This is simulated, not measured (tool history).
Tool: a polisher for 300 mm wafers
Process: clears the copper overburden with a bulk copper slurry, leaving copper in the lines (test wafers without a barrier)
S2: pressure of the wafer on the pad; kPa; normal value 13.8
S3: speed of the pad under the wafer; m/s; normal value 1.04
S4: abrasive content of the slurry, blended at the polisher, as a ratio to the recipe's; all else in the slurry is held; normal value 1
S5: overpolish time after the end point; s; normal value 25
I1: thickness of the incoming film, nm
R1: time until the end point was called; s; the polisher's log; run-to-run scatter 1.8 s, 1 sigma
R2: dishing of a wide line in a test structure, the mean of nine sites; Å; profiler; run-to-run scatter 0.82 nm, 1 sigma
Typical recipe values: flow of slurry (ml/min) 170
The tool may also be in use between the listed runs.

Run 1, hour 0: usual settings but S4 0.8; I1 888.2. Result: R1 127.9 s, R2 714 Å.
At hour 10.4: slurry blender recalibrated.
Run 2, hour 26.5: usual settings but S5 21 s; I1 906.2. Result: R1 117.6 s, R2 699 Å.
Run 3, hour 48.7: usual settings but S5 21 s; I1 897.3. Result: R1 119.1 s, R2 696 Å.
Run 4, hour 63.6: usual settings but S5 21 s; I1 895.4. Result: R1 117.8 s, R2 698 Å.
At hour 72.8: worn pad replaced by a new one.
Run 5, hour 82.7: usual settings; I1 895.1. Result: R1 115.3 s, R2 752 Å.
Run 6, hour 111.2: usual settings; I1 879.2. Result: R1 115.1 s, R2 759 Å.
Run 7, hour 132.5: usual settings; I1 880. Result: R1 116.9 s, R2 763 Å.
Run 8, hour 153.1: usual settings; I1 890.7. Result: R1 120.1 s, R2 752 Å.
Run 9, hour 167.1: usual settings; I1 887.4. Result: R1 121.8 s, R2 756 Å.
Run 10, hour 180.2: usual settings; I1 896.1. Result: R1 121.2 s, R2 747 Å.
Run 11, hour 202.8: usual settings but S3 0.82 m/s, S5 21 s; I1 882.8. Result: R1 154.7 s, R2 601 Å.
Run 12, hour 233.8: usual settings but flow of slurry (ml/min) 150, S4 0.8; I1 897.1. Result: R1 133.8 s, R2 725 Å.
At hour 247.3: slurry nozzle cleaned.
Run 13, hour 267.4: usual settings but flow of slurry (ml/min) 115, S4 1.1, S5 17 s; I1 907.5. Result: R1 143.6 s, R2 562 Å.
At hour 278.7: slurry blender recalibrated.
Run 14, hour 294.1: usual settings but S3 1.24 m/s, S4 1.2; I1 887. Result: R1 94.4 s, R2 821 Å.
At hour 301: worn pad replaced by a new one.
At hour 314.6: head pressure recalibrated.
Run 15, hour 325.7: usual settings but S2 10.3 kPa; I1 899.8. Result: R1 140.7 s, R2 674 Å.

Forecast run 16:
Run 16, hour 357.5: usual settings but flow of slurry (ml/min) 145, S2 10.3 kPa; I1 877.8. Result: R1 ?, R2 ?.

R1: 139.7 s
R2: 673 Å
Had the tool carried no hidden state, the very same run would have given R1 138.6 s, R2 676 Å.

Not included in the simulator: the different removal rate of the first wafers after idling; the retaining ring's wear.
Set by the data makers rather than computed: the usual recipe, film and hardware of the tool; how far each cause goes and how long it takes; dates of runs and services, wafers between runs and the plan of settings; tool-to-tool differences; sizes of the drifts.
